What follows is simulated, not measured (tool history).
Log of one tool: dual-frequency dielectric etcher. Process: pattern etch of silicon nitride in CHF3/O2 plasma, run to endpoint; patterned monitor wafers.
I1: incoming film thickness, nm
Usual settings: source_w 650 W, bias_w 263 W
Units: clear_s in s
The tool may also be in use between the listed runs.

Run 1, hour 0.0: usual settings; I1 78.9. Result: clear_s 41.7 s.
Run 2, hour 14.1: usual settings; I1 79.8. Result: clear_s 42.4 s.
Run 3, hour 29.1: usual settings but bias_w 235 W; I1 78.9. Result: clear_s 43.0 s.
Run 4, hour 52.9: usual settings; I1 80.4. Result: clear_s 43.0 s.
Run 5, hour 63.0: usual settings; I1 80.1. Result: clear_s 42.7 s.
Run 6, hour 70.1: usual settings but source_w 750 W, bias_w 245 W; I1 78.9. Result: clear_s 40.9 s.
Run 7, hour 79.4: usual settings but source_w 750 W, bias_w 245 W; I1 78.9. Result: clear_s 40.8 s.
Run 8, hour 95.4: usual settings but source_w 690 W; I1 79.4. Result: clear_s 41.7 s.
Run 9, hour 111.0: usual settings; I1 78.8. Result: clear_s 42.3 s.
Run 10, hour 122.7: usual settings; I1 80.1. Result: clear_s 43.0 s.
Run 11, hour 140.2: usual settings but source_w 540 W; I1 78.7. Result: clear_s 45.1 s.
Run 12, hour 154.6: usual settings but source_w 540 W; I1 79.5. Result: clear_s 45.8 s.
Run 13, hour 161.5: usual settings but source_w 540 W; I1 79.2. Result: clear_s 45.5 s.
Run 14, hour 172.8: usual settings; I1 80.4. Result: clear_s 43.4 s.
Run 15, hour 183.9: usual settings but bias_w 313 W; I1 79.2. Result: clear_s 41.3 s.
At hour 193.2: bias power generator calibrated.
At hour 213.8: wet clean of the chamber.
Run 16, hour 214.3: usual settings but source_w 730 W, bias_w 302 W; I1 79.1. Result: clear_s 38.4 s.
Run 17, hour 214.6: usual settings; I1 78.5. Result: clear_s 40.9 s.
Run 18, hour 215.0: usual settings but bias_w 317 W; I1 79.9. Result: clear_s 40.0 s.
At hour 241.9: upper electrode replaced.
Run 19, hour 242.4: usual settings; I1 78.4. Result: clear_s 41.2 s.
Run 20, hour 242.7: usual settings but source_w 600 W, bias_w 225 W; I1 79.3. Result: clear_s 44.0 s.
Run 21, hour 243.5: usual settings but bias_w 199 W; I1 79.6. Result: clear_s 44.3 s.
Run 22, hour 258.7: usual settings; I1 80.1. Result: clear_s 42.1 s.
Run 23, hour 272.4: usual settings but source_w 790 W, bias_w 296 W; I1 79.3. Result: clear_s 38.4 s.
Run 24, hour 285.4: usual settings; I1 79.3. Result: clear_s 41.8 s.
Run 25, hour 296.7: usual settings but source_w 770 W; I1 79.8. Result: clear_s 40.0 s.
Run 26, hour 308.9: usual settings but source_w 770 W, bias_w 200 W; I1 79.1. Result: clear_s 41.8 s.
Run 27, hour 325.9: usual settings but bias_w 312 W; I1 78.7. Result: clear_s 40.0 s.
At hour 331.4: source power generator calibrated.
Run 28, hour 336.2: usual settings but bias_w 328 W; I1 78.5. Result: clear_s 39.5 s.
Run 29, hour 342.4: usual settings; I1 79.8. Result: clear_s 42.3 s.
Run 30, hour 356.2: usual settings but source_w 700 W; I1 78.7. Result: clear_s 40.6 s.
Run 31, hour 369.0: usual settings but bias_w 228 W; I1 79.8. Result: clear_s 44.0 s.
Run 32, hour 375.7: usual settings but source_w 720 W, bias_w 236 W; I1 79.1. Result: clear_s 41.9 s.
Run 33, hour 389.2: usual settings but source_w 700 W, bias_w 298 W; I1 78.8. Result: clear_s 40.1 s.
Run 34, hour 400.7: usual settings but bias_w 228 W; I1 78.8. Result: clear_s 43.8 s.
Run 35, hour 418.2: usual settings but source_w 500 W, bias_w 311 W; I1 79.3. Result: clear_s 44.7 s.
Run 36, hour 431.2: usual settings but source_w 520 W, bias_w 307 W; I1 79.4. Result: clear_s 44.0 s.

Forecast each of these 3 alternatives for the next run:
Run A, hour 431.6: usual settings; I1 79.9. Result: clear_s ?.
Run B, hour 431.6: usual settings but source_w 600 W, bias_w 246 W; I1 79.9. Result: clear_s ?.
Run C, hour 431.6: usual settings but source_w 500 W, bias_w 294 W; I1 79.9. Result: clear_s ?.

run  clear_s
  A     43.0
  B     44.7
  C     45.5
Without the tool's hidden state the same runs would have given:
run  clear_s
  A     41.7
  B     43.4
  C     44.2
